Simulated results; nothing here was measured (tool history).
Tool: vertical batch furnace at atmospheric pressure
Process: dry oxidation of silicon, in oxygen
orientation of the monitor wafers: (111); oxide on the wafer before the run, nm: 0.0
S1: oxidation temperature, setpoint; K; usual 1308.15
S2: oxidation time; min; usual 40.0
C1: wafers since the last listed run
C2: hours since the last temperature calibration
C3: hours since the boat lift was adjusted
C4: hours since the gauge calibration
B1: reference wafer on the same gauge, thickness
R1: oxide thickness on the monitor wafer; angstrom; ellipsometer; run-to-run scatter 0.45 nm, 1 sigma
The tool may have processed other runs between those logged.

run   hour       S1    S2   C1      C2      C3     C4     B1     R1
  1    0.0  1308.15  28.0    0  3896.3  2338.2   54.9  81.80  613.1
  2   16.4  1316.15  40.0  185  3912.7  2354.6   71.3  82.05  807.8
  3   38.9  1316.15  40.0  254  3935.2  2377.1   93.8  81.93  804.0
  4   63.3  1308.15  40.0  275  3959.6  2401.5  118.2  82.23  760.1
  5   87.5  1292.15  40.0  273  3983.8  2425.7  142.4  81.95  686.5
  6  119.3  1308.15  29.5  359  4015.6  2457.5  174.2  81.96  630.9
  7  148.5  1308.15  29.5  330  4044.8  2486.7  203.4  81.83  626.1
  8  163.4  1308.15  29.5  168  4059.7  2501.6  218.3  82.02  628.4
  9  186.1  1308.15  40.0  256  4082.4  2524.3  241.0  81.96  768.4
 10  218.2  1308.15  40.0  362  4114.5  2556.4  273.1  82.11  767.5
 11  233.9  1308.15  40.0  177  4130.2  2572.1  288.8  82.25  758.9
 12  266.7  1315.15  45.5  370  4163.0  2604.9  321.6  82.09  869.3
 13  285.4  1315.15  45.5  211  4181.7  2623.6  340.3  82.02  856.2
 14  305.9  1308.15  40.0  231  4202.2  2644.1  360.8  82.05  761.6
     340.1  -- thermocouples replaced and temperature profile calibrated
 15  340.6  1308.15  40.0  120     0.5  2678.8  395.5  81.87  759.8
 16  353.4  1308.15  40.0  144    13.3  2691.6  408.3  81.99  760.9
 17  372.4  1308.15  40.0  214    32.3  2710.6  427.3  82.03  772.8

Estimate the outcome of run 18 from the log above:
 18  389.7  1299.15  33.5  195  49.6  2727.9  444.6   ?   ?

B1: 82.07
R1: 638.6 angstrom
Were there no unlogged condition in the tool, this run, its random variation unchanged, would have produced R1 638.6 angstrom.

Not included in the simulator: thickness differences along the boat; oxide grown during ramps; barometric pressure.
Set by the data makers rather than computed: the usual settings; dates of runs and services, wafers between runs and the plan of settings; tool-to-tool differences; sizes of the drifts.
